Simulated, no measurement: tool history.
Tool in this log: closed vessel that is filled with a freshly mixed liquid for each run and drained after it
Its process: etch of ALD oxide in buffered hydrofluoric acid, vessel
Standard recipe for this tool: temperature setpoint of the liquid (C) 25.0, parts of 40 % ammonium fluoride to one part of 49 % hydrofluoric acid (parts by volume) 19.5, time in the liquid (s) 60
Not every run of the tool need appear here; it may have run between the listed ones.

run    hour  temperature setpoint of the liquid (C)  parts of 40 % ammonium fluoride to one part of 49 % hydrofluoric acid (parts by volume)  time in the liquid (s)  read-back film thickness of the ALD oxide reference wafer, read on the same gauge (nm)  thickness taken off the ALD oxide on a monitor wafer (angstrom)
  1     0.0                                    25.0                                                                                     19.5                      60                                                                                  130.01                                                           1068.9
  2    26.0                                    25.0                                                                                     19.5                      60                                                                                  130.02                                                           1051.2
  3    63.9                                    25.0                                                                                     19.5                      60                                                                                  129.97                                                           1060.5
  4   133.9                                    25.0                                                                                     19.5                      60                                                                                  129.98                                                           1054.4
  5   170.0                                    25.0                                                                                     19.5                      60                                                                                  130.02                                                           1059.7
  6   194.0                                    25.0                                                                                     19.5                      60                                                                                  129.98                                                           1051.7
  7   240.0                                    25.0                                                                                     19.5                      60                                                                                  129.99                                                           1055.6
  8   271.8                                    25.0                                                                                     19.5                      60                                                                                  130.01                                                           1058.6
  9   337.1                                    28.0                                                                                     19.5                      35                                                                                  130.04                                                            724.3
      389.3  -- hydrofluoric acid flow meter replaced
 10   389.8                                    28.0                                                                                     19.5                      35                                                                                  130.00                                                            720.3
 11   458.0                                    28.0                                                                                     19.5                      35                                                                                  129.99                                                            722.0
 12   506.0                                    25.0                                                                                     19.5                      35                                                                                  129.97                                                            614.9
 13   531.2                                    25.0                                                                                     19.5                      35                                                                                  129.98                                                            614.6
      568.0  -- thermometer replaced
 14   651.1                                    25.0                                                                                     16.0                      60                                                                                  129.98                                                           1295.8
 15   761.6                                    21.0                                                                                     22.0                      30                                                                                  129.99                                                            393.2
 16   823.0                                    25.0                                                                                     19.5                      60                                                                                  130.03                                                           1060.4
 17   877.8                                    28.5                                                                                     19.5                      30                                                                                  130.03                                                            641.9
 18   931.9                                    25.0                                                                                     19.5                      60                                                                                  130.02                                                           1065.0
      951.8  -- gauge calibrated
 19  1002.9                                    25.0                                                                                     19.5                      95                                                                                  129.99                                                           1678.8
     1037.0  -- hydrofluoric acid flow meter replaced
 20  1045.8                                    21.5                                                                                     23.0                      80                                                                                  130.02                                                           1043.4
 21  1087.9                                    25.0                                                                                     19.5                      60                                                                                  130.02                                                           1069.7
 22  1153.9                                    22.5                                                                                     19.5                      60                                                                                  130.05                                                            922.9
 23  1186.5                                    27.0                                                                                     23.0                      90                                                                                  130.03                                                           1571.2
 24  1214.3                                    25.0                                                                                     19.5                      60                                                                                  129.98                                                           1063.7
 25  1268.2                                    25.0                                                                                     22.5                      35                                                                                  130.01                                                            556.0
 26  1294.4                                    21.5                                                                                     21.5                      75                                                                                  130.02                                                           1023.0

4 ways to go on from here, each from the tool as it stands after run 26. What would each give?
  A  1295.1                                    25.0                                                                                     19.5                      60                                                                                       ?                                                                ?
  B  1295.1                                    25.0                                                                                     27.0                      30                                                                                       ?                                                                ?
  C  1295.1                                    28.0                                                                                     23.0                      40                                                                                       ?                                                                ?
  D  1295.1                                    20.5                                                                                     13.0                      80                                                                                       ?                                                                ?

run  read-back film thickness of the ALD oxide reference wafer, read on the same gauge (nm)  thickness taken off the ALD oxide on a monitor wafer (angstrom)
  A                                                                                  129.98                                                           1060.8
  B                                                                                  129.98                                                            420.8
  C                                                                                  129.98                                                            736.9
  D                                                                                  129.98                                                           1644.3
With no hidden state in the tool, these same runs would have given:
run  thickness taken off the ALD oxide on a monitor wafer (angstrom)
  A                                                           1072.4
  B                                                            425.5
  C                                                            744.8
  D                                                           1662.8
